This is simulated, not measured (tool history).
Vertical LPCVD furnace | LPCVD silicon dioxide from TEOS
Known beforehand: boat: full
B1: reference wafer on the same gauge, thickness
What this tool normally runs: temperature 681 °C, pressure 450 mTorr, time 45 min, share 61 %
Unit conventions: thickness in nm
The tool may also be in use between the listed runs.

run 1 hour=0 | temperature=681 pressure=450 time=45 share=61 | B1=190.08 | thickness=237.35
run 2 hour=57.8 | temperature=681 pressure=450 time=45 share=61 | B1=190.26 | thickness=235.21
run 3 hour=66.3 | temperature=681 pressure=450 time=45 share=61 | B1=190.03 | thickness=236.06
run 4 hour=96.5 | temperature=681 pressure=450 time=45 share=61 | B1=189.89 | thickness=239.18
run 5 hour=153.2 | temperature=681 pressure=450 time=45 share=61 | B1=189.72 | thickness=236.62
run 6 hour=195.8 | temperature=681 pressure=450 time=45 share=61 | B1=189.65 | thickness=237.36
run 7 hour=221.1 | temperature=681 pressure=510 time=45 share=61 | B1=189.84 | thickness=252.83
run 8 hour=288.2 | temperature=681 pressure=375 time=35 share=51 | B1=189.91 | thickness=153.03
run 9 hour=352.1 | temperature=681 pressure=450 time=49.5 share=50 | B1=190.23 | thickness=237.75
run 10 hour=407.8 | temperature=681 pressure=390 time=45 share=49 | B1=190.16 | thickness=198.51
run 11 hour=432.7 | temperature=681 pressure=450 time=45 share=61 | B1=190.18 | thickness=233.89
run 12 hour=493 | temperature=681 pressure=450 time=45 share=61 | B1=190.11 | thickness=236.16
run 13 hour=546.6 | temperature=681 pressure=450 time=45 share=66 | B1=189.93 | thickness=245.69
run 14 hour=578.6 | temperature=671 pressure=535 time=37.5 share=58 | B1=189.99 | thickness=164.82
run 15 hour=642.9 | temperature=671 pressure=535 time=37.5 share=58 | B1=189.77 | thickness=165.75
run 16 hour=681.8 | temperature=681 pressure=450 time=45 share=61 | B1=190.09 | thickness=237.23
run 17 hour=747.2 | temperature=681 pressure=450 time=53 share=61 | B1=190.08 | thickness=280.9
run 18 hour=801.1 | temperature=681 pressure=385 time=60.5 share=61 | B1=189.85 | thickness=292.4
run 19 hour=831.2 | temperature=692 pressure=530 time=45 share=61 | B1=189.72 | thickness=336.37
run 20 hour=886 | temperature=681 pressure=405 time=45 share=70 | B1=190.07 | thickness=240.34
run 21 hour=940.6 | temperature=681 pressure=395 time=45 share=61 | B1=189.87 | thickness=220.11
run 22 hour=993.6 | temperature=671 pressure=450 time=62 share=57 | B1=190.01 | thickness=246
run 23 hour=1028 | temperature=674 pressure=495 time=32.5 share=55 | B1=190.33 | thickness=143.37
run 24 hour=1095.6 | temperature=691 pressure=520 time=58.5 share=54 | B1=189.95 | thickness=394.56
run 25 hour=1148.2 | temperature=685 pressure=370 time=61 share=69 | B1=189.94 | thickness=343.82
run 26 hour=1211.8 | temperature=687 pressure=450 time=62.5 share=61 | B1=189.57 | thickness=378.89
run 27 hour=1270.7 | temperature=681 pressure=450 time=45 share=61 | B1=190.19 | thickness=237.61
run 28 hour=1323 | temperature=681 pressure=450 time=45 share=61 | B1=190.25 | thickness=236.18
run 29 hour=1358.6 | temperature=681 pressure=450 time=45 share=61 | B1=189.69 | thickness=236.49
run 30 hour=1422.4 | temperature=681 pressure=450 time=52 share=64 | B1=190.19 | thickness=279.73
run 31 hour=1452.5 | temperature=681 pressure=535 time=45 share=53 | B1=190.24 | thickness=242.68
run 32 hour=1485.7 | temperature=681 pressure=450 time=62.5 share=61 | B1=189.75 | thickness=328.93

Missing from the log above: 4 entries noted between runs. For each, name the pair of listed runs it sits between and say how the tool's hidden condition differs from the listed run just before to the listed run just after:
From run 1 to run 2: thermocouples replaced and temperature profile calibrated (hour 52); pressure gauge zeroed (hour 57.3)
  no hidden state differs between the two runs
From run 12 to run 13: TEOS flow controller replaced (hour 522)
  no hidden state differs between the two runs
From run 16 to run 17: gauge calibrated (hour 738.6)
  no hidden state differs between the two runs
